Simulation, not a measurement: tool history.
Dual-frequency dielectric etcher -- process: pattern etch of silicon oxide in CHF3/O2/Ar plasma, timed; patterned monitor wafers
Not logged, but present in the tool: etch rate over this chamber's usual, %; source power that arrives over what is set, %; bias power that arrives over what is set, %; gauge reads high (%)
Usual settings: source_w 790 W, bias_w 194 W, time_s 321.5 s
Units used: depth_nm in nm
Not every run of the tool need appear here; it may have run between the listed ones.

run	hour	source_w	bias_w	time_s	wafers since the last listed run	hours since the last wet clean	hours since the last source power generator calibration	hours since the last bias power generator calibration	hours since the last upper electrode change	hours since the gauge calibration	read-back reference wafer on the same gauge, depth_nm	depth_nm
1	0	790	194	321.5	0	139.3	3941.1	3082.9	2496.4	1518.9	640.9	723.9
2	54.3	790	194	321.5	297	193.6	3995.4	3137.2	2550.7	1573.2	641	725.7
3	119.1	790	194	321.5	354	258.4	4060.2	3202	2615.5	1638	640.9	726.6
4	147.9	790	194	321.5	157	287.2	4089	3230.8	2644.3	1666.8	641.1	726.9
5	192.3	790	194	321.5	242	331.6	4133.4	3275.2	2688.7	1711.2	641.1	728.5
6	232.5	790	194	321.5	219	371.8	4173.6	3315.4	2728.9	1751.4	641.2	729.8
# hour 259.6: gauge calibrated
7	298.2	790	194	321.5	359	437.5	4239.3	3381.1	2794.6	38.6	641	729.8
# hour 354.3: bias power generator calibrated
8	366.9	790	194	321.5	354	506.2	4308	12.6	2863.3	107.3	641.1	725.9
# hour 406.8: wet clean of the chamber
9	407.3	790	194	321.5	89	0.5	4348.4	53	2903.7	147.7	641.2	718.3
10	462.1	790	194	321.5	299	55.3	4403.2	107.8	2958.5	202.5	640.8	718.2
11	558	790	194	321.5	524	151.2	4499.1	203.7	3054.4	298.4	641.2	720.1
12	605.7	790	152	321.5	260	198.9	4546.8	251.4	3102.1	346.1	641.1	683.8
13	659.9	740	176	389.5	296	253.1	4601	305.6	3156.3	400.3	641.1	840.1
14	708.6	600	178	260	266	301.8	4649.7	354.3	3205	449	640.9	535.3
15	755	920	194	321.5	253	348.2	4696.1	400.7	3251.4	495.4	641	754.3
16	780.3	950	177	321.5	138	373.5	4721.4	426	3276.7	520.7	641	743.8
17	834.7	980	194	257.5	297	427.9	4775.8	480.4	3331.1	575.1	641	615.3
18	882.4	870	227	372.5	260	475.6	4823.5	528.1	3378.8	622.8	641	896.2
# hour 929.4: upper electrode replaced
19	929.9	790	194	321.5	128	523.1	4871	575.6	0.5	670.3	641	726.8
20	946.2	790	218	321.5	89	539.4	4887.3	591.9	16.8	686.6	640.8	745.8
# hour 982.1: wet clean of the chamber
21	1010.8	790	194	321.5	222	28.7	4951.9	656.5	81.4	751.2	640.9	719.9
# hour 1080.2: source power generator calibrated
22	1080.7	660	194	321.5	360	98.6	0.5	726.4	151.3	821.1	641	688.6
23	1242.7	980	194	257.5	886	260.6	162.5	888.4	313.3	983.1	641	613.9
24	1354.9	990	231	372.5	613	372.8	274.7	1000.6	425.5	1095.3	640.9	929.5
25	1411.5	790	194	321.5	309	429.4	331.3	1057.2	482.1	1151.9	641.1	725.5
# hour 1459.2: wet clean of the chamber
26	1461.2	960	194	321.5	140	2	381	1106.9	531.8	1201.6	641	757.5
27	1487	790	209	396	141	27.8	406.8	1132.7	557.6	1227.4	641	903.7
28	1511.8	870	233	292.5	135	52.6	431.6	1157.5	582.4	1252.2	641	703
29	1572.7	940	162	237.5	333	113.5	492.5	1218.4	643.3	1313.1	641	537.2
30	1621.1	720	156	407.5	264	161.9	540.9	1266.8	691.7	1361.5	640.8	853.7

Forecast each of these 3 alternatives for the next run:
A	1621.6	790	194	321.5	2	162.4	541.4	1267.3	692.2	1362	?	?
B	1621.6	880	194	321.5	2	162.4	541.4	1267.3	692.2	1362	?	?
C	1621.6	790	194	279	2	162.4	541.4	1267.3	692.2	1362	?	?

run	read-back reference wafer on the same gauge, depth_nm	depth_nm
A	641.1	723.2
B	641.1	744.4
C	641.1	627.6
Had the tool no hidden state, the same runs would have come out as:
run	depth_nm
A	718.1
B	739.2
C	623.2
